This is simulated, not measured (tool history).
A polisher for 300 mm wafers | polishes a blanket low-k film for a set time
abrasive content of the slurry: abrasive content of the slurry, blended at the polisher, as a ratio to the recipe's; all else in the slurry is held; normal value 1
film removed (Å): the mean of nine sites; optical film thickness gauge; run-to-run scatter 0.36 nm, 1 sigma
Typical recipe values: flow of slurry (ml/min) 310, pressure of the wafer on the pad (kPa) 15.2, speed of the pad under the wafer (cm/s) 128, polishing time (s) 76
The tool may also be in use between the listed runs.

run,day,flow of slurry (ml/min),pressure of the wafer on the pad (kPa),speed of the pad under the wafer (cm/s),abrasive content of the slurry,polishing time (s),wafers since the last listed run,wafers polished on this pad,hours since the slurry nozzle was cleaned,hours since the head pressure was calibrated,hours since the slurry blender was calibrated,hours since the conditioning disc was replaced,"incoming thickness of the incoming film, nm",film removed (Å)
1,0,310,15.2,128,1,76,0,3526,187.1,83.8,341.5,142.9,629.3,476
2,3.429,310,15.2,128,1,76,970,4497,269.4,166.1,423.8,225.2,640.6,472
3,5.321,310,15.2,128,1,76,535,5032,314.8,211.5,469.2,270.6,639.8,466
4,7.4,310,15.2,98,1,76,588,5620,364.7,261.4,519.1,320.5,647.5,376
# day 9.95: worn pad replaced by a new one
# day 9.954: slurry blender recalibrated
5,10.175,310,15.2,128,1,76,736,62,431.3,328,5.3,387.1,638.3,468
6,13.358,225,13.8,128,1,76,900,962,507.7,404.4,81.7,463.5,640.9,402
# day 16.521: slurry nozzle cleaned
7,16.838,310,11.7,140,1.25,76,972,1935,7.6,487.9,165.2,547,636.9,465
8,19.312,225,19.3,156,1,58,700,2635,67,547.3,224.6,606.4,632.8,514
# day 19.538: conditioning disc replaced and pad reconditioned
9,23.729,310,20.7,128,0.8,58,1226,3861,173,653.3,330.6,100.6,637.6,397
10,26.229,310,15.2,128,1,76,707,4569,233,713.3,390.6,160.6,641.2,474
11,28.771,310,15.2,128,1.15,76,719,5288,294,774.3,451.6,221.6,639.2,519
12,30.562,225,15.2,166,0.8,76,506,5795,337,817.3,494.6,264.6,637.3,466
# day 31.675: worn pad replaced by a new one
13,32.7,310,15.2,106,1.15,76,557,290,388.3,868.6,545.9,315.9,641.7,443
# day 34.196: slurry blender recalibrated
14,36.967,310,15.2,128,0.85,76,1183,1474,490.7,971,66.5,418.3,630.1,404
# day 37.571: head pressure recalibrated
# day 39.229: slurry nozzle cleaned
15,40.662,310,18.6,170,1,76,1010,2484,34.4,74.2,155.2,507,642.4,720

Run 16 has not been measured yet. What should we expect?
16,43.246,210,15.2,96,1,69,730,3215,96.4,136.2,217.2,569,639.9,?

film removed (Å): 326
On a tool with no hidden condition, and with the same random variation, this run would have come out at film removed (Å) 327.
